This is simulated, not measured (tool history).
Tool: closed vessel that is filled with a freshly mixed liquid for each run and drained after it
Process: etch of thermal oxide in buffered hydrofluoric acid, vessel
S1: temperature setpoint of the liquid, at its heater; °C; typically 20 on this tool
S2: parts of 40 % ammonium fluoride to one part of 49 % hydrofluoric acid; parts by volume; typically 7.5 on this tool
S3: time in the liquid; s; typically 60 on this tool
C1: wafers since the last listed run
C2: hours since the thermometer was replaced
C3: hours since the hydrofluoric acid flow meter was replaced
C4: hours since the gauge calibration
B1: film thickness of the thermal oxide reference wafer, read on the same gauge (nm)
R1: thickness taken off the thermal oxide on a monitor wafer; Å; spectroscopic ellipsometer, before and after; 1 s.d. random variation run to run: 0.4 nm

| run | day | S1 | S2 | S3 | C1 | C2 | C3 | C4 | B1 | R1 |
|---|---|---|---|---|---|---|---|---|---|---|
| 1 | 0 | 20 | 7.5 | 60 | 0 | 2031.8 | 54 | 1217 | 149.98 | 639.1 |
| 2 | 1.642 | 17 | 9.5 | 60 | 2605 | 2071.2 | 93.4 | 1256.4 | 150 | 427.7 |
| 3 | 3.846 | 17 | 9.5 | 60 | 3497 | 2124.1 | 146.3 | 1309.3 | 149.99 | 428.7 |
| 4 | 8.138 | 20 | 7.5 | 60 | 6810 | 2227.1 | 249.3 | 1412.3 | 150 | 634.9 |
| 5 | 11.446 | 20 | 7.5 | 60 | 5249 | 2306.5 | 328.7 | 1491.7 | 150.01 | 637.5 |
| 6 | 13.079 | 20 | 7.5 | 60 | 2591 | 2345.7 | 367.9 | 1530.9 | 150 | 638.8 |
| 7 | 16.5 | 20 | 7.5 | 60 | 5428 | 2427.8 | 450 | 1613 | 149.99 | 639.3 |
|  | 17.733 | thermometer replaced |
| 8 | 18.55 | 19 | 7.5 | 60 | 3186 | 19.6 | 499.2 | 1662.2 | 150 | 601.8 |
| 9 | 21.654 | 20 | 7.5 | 60 | 4925 | 94.1 | 573.7 | 1736.7 | 149.99 | 633.4 |
| 10 | 25.1 | 20 | 7.5 | 60 | 5467 | 176.8 | 656.4 | 1819.4 | 150 | 642.1 |
| 11 | 28.6 | 20 | 9.5 | 60 | 5553 | 260.8 | 740.4 | 1903.4 | 150 | 504.3 |
| 12 | 32.262 | 17 | 6.5 | 60 | 5811 | 348.7 | 828.3 | 1991.3 | 150.03 | 622.4 |
| 13 | 35.292 | 20 | 6.5 | 50 | 4806 | 421.4 | 901 | 2064 | 150.02 | 610.1 |
| 14 | 39.012 | 18.5 | 7.5 | 60 | 5904 | 510.7 | 990.3 | 2153.3 | 149.98 | 587.8 |
|  | 48.383 | gauge calibrated |
| 15 | 50.017 | 19 | 7.5 | 60 | 17461 | 774.8 | 1254.4 | 39.2 | 150.01 | 604.5 |
| 16 | 51.546 | 17.5 | 8.5 | 80 | 2426 | 811.5 | 1291.1 | 75.9 | 150 | 651 |
|  | 54.096 | hydrofluoric acid flow meter replaced |
| 17 | 55.146 | 20 | 7.5 | 45 | 5646 | 897.9 | 25.2 | 162.3 | 149.99 | 483.4 |
| 18 | 56.75 | 17 | 6.5 | 60 | 2545 | 936.4 | 63.7 | 200.8 | 149.99 | 615.9 |
| 19 | 60.321 | 24 | 7.5 | 60 | 5666 | 1022.1 | 149.4 | 286.5 | 149.99 | 798.6 |
| 20 | 64.683 | 24 | 7.5 | 90 | 6922 | 1126.8 | 254.1 | 391.2 | 149.99 | 1199 |
| 21 | 66.425 | 20 | 7.5 | 60 | 2763 | 1168.6 | 295.9 | 433 | 149.99 | 641 |
| 22 | 69.117 | 17.5 | 7.5 | 60 | 4271 | 1233.2 | 360.5 | 497.6 | 149.99 | 546.1 |
| 23 | 73.433 | 20 | 7.5 | 60 | 6849 | 1336.8 | 464.1 | 601.2 | 149.99 | 644.3 |
| 24 | 77.012 | 24 | 7.5 | 35 | 5679 | 1422.7 | 550 | 687.1 | 149.97 | 463.4 |
| 25 | 81.3 | 20 | 8.5 | 45 | 6803 | 1525.6 | 652.9 | 790 | 149.99 | 417.3 |
| 26 | 83.242 | 21.5 | 9 | 85 | 3081 | 1572.2 | 699.5 | 836.6 | 149.97 | 813.8 |
| 27 | 85.392 | 20 | 7.5 | 30 | 3411 | 1623.8 | 751.1 | 888.2 | 149.99 | 315.3 |
| 28 | 87.608 | 23 | 9 | 45 | 3517 | 1677 | 804.3 | 941.4 | 149.99 | 468.5 |
| 29 | 90.375 | 21.5 | 10.5 | 60 | 4390 | 1743.4 | 870.7 | 1007.8 | 149.99 | 511.4 |
| 30 | 93.346 | 20 | 9 | 85 | 4714 | 1814.7 | 942 | 1079.1 | 149.98 | 742.3 |
| 31 | 96.367 | 20 | 7.5 | 60 | 4793 | 1887.2 | 1014.5 | 1151.6 | 149.99 | 630.3 |
| 32 | 100.242 | 17 | 7.5 | 60 | 6149 | 1980.2 | 1107.5 | 1244.6 | 150.01 | 533.7 |

Below are 5 alternative next runs, each starting from the tool's condition after run 32. Predict each:
| A | 100.271 | 20 | 7.5 | 70 | 46 | 1980.9 | 1108.2 | 1245.3 | ? | ? |
| B | 100.271 | 17 | 5 | 35 | 46 | 1980.9 | 1108.2 | 1245.3 | ? | ? |
| C | 100.271 | 22.5 | 10 | 45 | 46 | 1980.9 | 1108.2 | 1245.3 | ? | ? |
| D | 100.271 | 17 | 5 | 70 | 46 | 1980.9 | 1108.2 | 1245.3 | ? | ? |
| E | 100.271 | 25 | 9 | 35 | 46 | 1980.9 | 1108.2 | 1245.3 | ? | ? |

| run | B1 | R1 |
|---|---|---|
| A | 149.99 | 741.2 |
| B | 149.99 | 449.7 |
| C | 149.99 | 420.4 |
| D | 149.99 | 899.5 |
| E | 149.99 | 400.5 |
The same runs, with their run-to-run variation unchanged, on a tool lacking any hidden condition would have given:
| run | R1 |
|---|---|
| A | 741.2 |
| B | 449.7 |
| C | 420.4 |
| D | 899.5 |
| E | 400.5 |
